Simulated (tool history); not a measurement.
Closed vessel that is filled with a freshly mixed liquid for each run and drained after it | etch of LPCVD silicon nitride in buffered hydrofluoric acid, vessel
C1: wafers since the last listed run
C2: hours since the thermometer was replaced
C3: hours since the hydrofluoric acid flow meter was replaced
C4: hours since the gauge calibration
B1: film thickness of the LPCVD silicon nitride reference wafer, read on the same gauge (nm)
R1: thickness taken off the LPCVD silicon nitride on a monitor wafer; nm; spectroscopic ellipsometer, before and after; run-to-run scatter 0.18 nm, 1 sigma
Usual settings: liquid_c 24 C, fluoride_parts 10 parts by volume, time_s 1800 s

{"run": 1, "day": 0.0, "liquid_c": 24, "fluoride_parts": 10, "time_s": 1800, "C1": 0, "C2": 1406.5, "C3": 385.9, "C4": 752.9, "B1": 39.98, "R1": 24.63}
{"run": 2, "day": 2.283, "liquid_c": 24, "fluoride_parts": 10, "time_s": 1800, "C1": 2185, "C2": 1461.3, "C3": 440.7, "C4": 807.7, "B1": 39.96, "R1": 24.52}
{"run": 3, "day": 3.662, "liquid_c": 24, "fluoride_parts": 10, "time_s": 1800, "C1": 1320, "C2": 1494.4, "C3": 473.8, "C4": 840.8, "B1": 40.02, "R1": 24.7}
{"run": 4, "day": 4.671, "liquid_c": 24, "fluoride_parts": 10, "time_s": 1800, "C1": 965, "C2": 1518.6, "C3": 498, "C4": 865, "B1": 40.02, "R1": 24.98}
{"run": 5, "day": 5.854, "liquid_c": 24, "fluoride_parts": 10, "time_s": 1800, "C1": 1132, "C2": 1547, "C3": 526.4, "C4": 893.4, "B1": 40.01, "R1": 25.02}
{"run": 6, "day": 7.704, "liquid_c": 24, "fluoride_parts": 10, "time_s": 1800, "C1": 1770, "C2": 1591.4, "C3": 570.8, "C4": 937.8, "B1": 39.98, "R1": 24.86}
{"run": 7, "day": 10.608, "liquid_c": 24, "fluoride_parts": 11, "time_s": 1800, "C1": 2779, "C2": 1661.1, "C3": 640.5, "C4": 1007.5, "B1": 39.99, "R1": 24.01}
{"run": 8, "day": 11.804, "liquid_c": 24, "fluoride_parts": 11, "time_s": 1800, "C1": 1144, "C2": 1689.8, "C3": 669.2, "C4": 1036.2, "B1": 39.97, "R1": 23.68}
{"run": 9, "day": 12.983, "liquid_c": 24, "fluoride_parts": 11, "time_s": 1800, "C1": 1128, "C2": 1718.1, "C3": 697.5, "C4": 1064.5, "B1": 40.02, "R1": 23.63}
{"run": 10, "day": 14.996, "liquid_c": 24, "fluoride_parts": 10, "time_s": 1800, "C1": 1926, "C2": 1766.4, "C3": 745.8, "C4": 1112.8, "B1": 40.02, "R1": 25.27}
{"run": 11, "day": 16.071, "liquid_c": 24, "fluoride_parts": 10, "time_s": 1800, "C1": 1028, "C2": 1792.2, "C3": 771.6, "C4": 1138.6, "B1": 40.02, "R1": 25.61}
{"day": 17.412, "done": "hydrofluoric acid flow meter replaced"}
{"run": 12, "day": 18.279, "liquid_c": 24, "fluoride_parts": 10, "time_s": 1800, "C1": 2073, "C2": 1845.2, "C3": 20.8, "C4": 1191.6, "B1": 39.99, "R1": 24.08}
{"run": 13, "day": 21.1, "liquid_c": 24, "fluoride_parts": 10, "time_s": 1800, "C1": 2699, "C2": 1912.9, "C3": 88.5, "C4": 1259.3, "B1": 39.97, "R1": 24}
{"day": 21.542, "done": "gauge calibrated"}
{"run": 14, "day": 23.208, "liquid_c": 24, "fluoride_parts": 10, "time_s": 1800, "C1": 2017, "C2": 1963.5, "C3": 139.1, "C4": 40, "B1": 40.01, "R1": 24.01}
{"run": 15, "day": 25.362, "liquid_c": 24, "fluoride_parts": 10, "time_s": 1800, "C1": 2061, "C2": 2015.2, "C3": 190.8, "C4": 91.7, "B1": 39.99, "R1": 24.4}
{"day": 27.646, "done": "thermometer replaced"}
{"run": 16, "day": 27.846, "liquid_c": 26, "fluoride_parts": 10, "time_s": 1800, "C1": 2336, "C2": 4.8, "C3": 250.4, "C4": 151.3, "B1": 39.97, "R1": 26.8}
{"run": 17, "day": 30.083, "liquid_c": 21.5, "fluoride_parts": 10, "time_s": 1800, "C1": 2141, "C2": 58.5, "C3": 304.1, "C4": 205, "B1": 40.02, "R1": 21.23}
{"run": 18, "day": 31.938, "liquid_c": 24, "fluoride_parts": 9, "time_s": 760, "C1": 1774, "C2": 103, "C3": 348.6, "C4": 249.5, "B1": 39.95, "R1": 11.31}
{"run": 19, "day": 33.392, "liquid_c": 19, "fluoride_parts": 11.5, "time_s": 2760, "C1": 1391, "C2": 137.9, "C3": 383.5, "C4": 284.4, "B1": 39.99, "R1": 25.08}
{"run": 20, "day": 34.467, "liquid_c": 29, "fluoride_parts": 12.5, "time_s": 1100, "C1": 1028, "C2": 163.7, "C3": 409.3, "C4": 310.2, "B1": 39.97, "R1": 16.06}
{"run": 21, "day": 35.525, "liquid_c": 24, "fluoride_parts": 8, "time_s": 1455, "C1": 1012, "C2": 189.1, "C3": 434.7, "C4": 335.6, "B1": 39.99, "R1": 25.13}
{"run": 22, "day": 38.35, "liquid_c": 24, "fluoride_parts": 10, "time_s": 965, "C1": 2703, "C2": 256.9, "C3": 502.5, "C4": 403.4, "B1": 39.95, "R1": 13.22}
{"run": 23, "day": 40.833, "liquid_c": 24, "fluoride_parts": 10, "time_s": 1800, "C1": 2376, "C2": 316.5, "C3": 562.1, "C4": 463, "B1": 40, "R1": 24.7}
{"run": 24, "day": 43.138, "liquid_c": 24, "fluoride_parts": 10, "time_s": 1520, "C1": 2205, "C2": 371.8, "C3": 617.4, "C4": 518.3, "B1": 40.04, "R1": 21.04}
{"run": 25, "day": 44.954, "liquid_c": 20, "fluoride_parts": 8, "time_s": 1045, "C1": 1738, "C2": 415.4, "C3": 661, "C4": 561.9, "B1": 40.02, "R1": 14.6}
{"run": 26, "day": 46.812, "liquid_c": 26, "fluoride_parts": 8, "time_s": 855, "C1": 1778, "C2": 460, "C3": 705.6, "C4": 606.5, "B1": 40.01, "R1": 16.86}
{"run": 27, "day": 49.025, "liquid_c": 19.5, "fluoride_parts": 11.5, "time_s": 2355, "C1": 2117, "C2": 513.1, "C3": 758.7, "C4": 659.6, "B1": 39.96, "R1": 23.47}
{"day": 49.954, "done": "hydrofluoric acid flow meter replaced"}
{"run": 28, "day": 50.246, "liquid_c": 25.5, "fluoride_parts": 8.5, "time_s": 2680, "C1": 1128, "C2": 542.4, "C3": 7, "C4": 688.9, "B1": 39.97, "R1": 44.09}
{"run": 29, "day": 51.346, "liquid_c": 28, "fluoride_parts": 10, "time_s": 2810, "C1": 1052, "C2": 568.8, "C3": 33.4, "C4": 715.3, "B1": 39.97, "R1": 45.98}
{"run": 30, "day": 53.329, "liquid_c": 24, "fluoride_parts": 10, "time_s": 1800, "C1": 1898, "C2": 616.4, "C3": 81, "C4": 762.9, "B1": 39.99, "R1": 24.03}
{"run": 31, "day": 56.096, "liquid_c": 24, "fluoride_parts": 10, "time_s": 1800, "C1": 2648, "C2": 682.8, "C3": 147.4, "C4": 829.3, "B1": 40.01, "R1": 24.49}
{"run": 32, "day": 57.4, "liquid_c": 24, "fluoride_parts": 11, "time_s": 2345, "C1": 1248, "C2": 714.1, "C3": 178.7, "C4": 860.6, "B1": 39.99, "R1": 29.06}

For each entry between runs, how does the tool's hidden state at the last listed run before it compare with that at the first listed run after it?
Logged between run 11 and run 12: hydrofluoric acid flow meter replaced (day 17.412)
  hydrofluoric acid flow above the setpoint (%): 12.3 -> 1.7
  measured result minus the result with no hidden state, R1: +1.92 -> +0.26 nm
Logged between run 13 and run 14: gauge calibrated (day 21.542)
  hydrofluoric acid flow above the setpoint (%): 2.64 -> 3.33
  measured result minus the result with no hidden state, R1: +0.39 -> +0.49 nm
Logged between run 15 and run 16: thermometer replaced (day 27.646)
  hydrofluoric acid flow above the setpoint (%): 4.05 -> 4.87
  measured result minus the result with no hidden state, R1: +0.6 -> +0.79 nm
Logged between run 27 and run 28: hydrofluoric acid flow meter replaced (day 49.954)
  hydrofluoric acid flow above the setpoint (%): 11.9 -> 1.04
  measured result minus the result with no hidden state, R1: +2.44 -> +0.49 nm

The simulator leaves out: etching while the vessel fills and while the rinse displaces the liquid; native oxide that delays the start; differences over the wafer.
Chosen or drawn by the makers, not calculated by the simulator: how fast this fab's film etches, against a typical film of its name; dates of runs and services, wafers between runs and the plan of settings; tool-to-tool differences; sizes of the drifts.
